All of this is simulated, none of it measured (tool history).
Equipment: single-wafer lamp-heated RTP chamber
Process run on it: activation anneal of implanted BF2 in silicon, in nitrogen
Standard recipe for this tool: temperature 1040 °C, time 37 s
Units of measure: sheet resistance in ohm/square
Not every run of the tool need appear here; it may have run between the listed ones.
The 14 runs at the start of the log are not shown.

run	hour	temperature	time	read-back reference wafer on the same gauge, sheet resistance	sheet resistance
15	157.8	1040	37	132.02	118.75
16	177.9	1040	37	131.98	118.9
17	192.6	1040	51	132.04	108.56
18	207.8	1040	51	132.02	108.6
19	235.8	1012	37	132.11	148.08
20	242.5	1021	37	132.02	136.05
# hour 267: gauge calibrated
21	281.9	1040	48	132.04	109.13
22	288.2	1040	37	132.02	116.48
23	298.4	1013	31	131.94	152.79
24	314.4	1040	48	132.18	108.07
25	324.8	1040	37	132.15	116.49
26	342.6	1012	28	131.98	157.29
27	349	1030	21	132.04	145.02
# hour 371.9: reflector plate cleaned
28	372.4	1040	37	131.99	120.7

Run 29, settings as shown, results not yet in. Your forecast:
29	372.8	1016	19	?	?

Run 29 measured read-back reference wafer on the same gauge, sheet resistance 131.95, sheet resistance 177.95 ohm/square.
On a tool with no hidden condition, and with the same random variation, this run would have come out at sheet resistance 178.95 ohm/square.
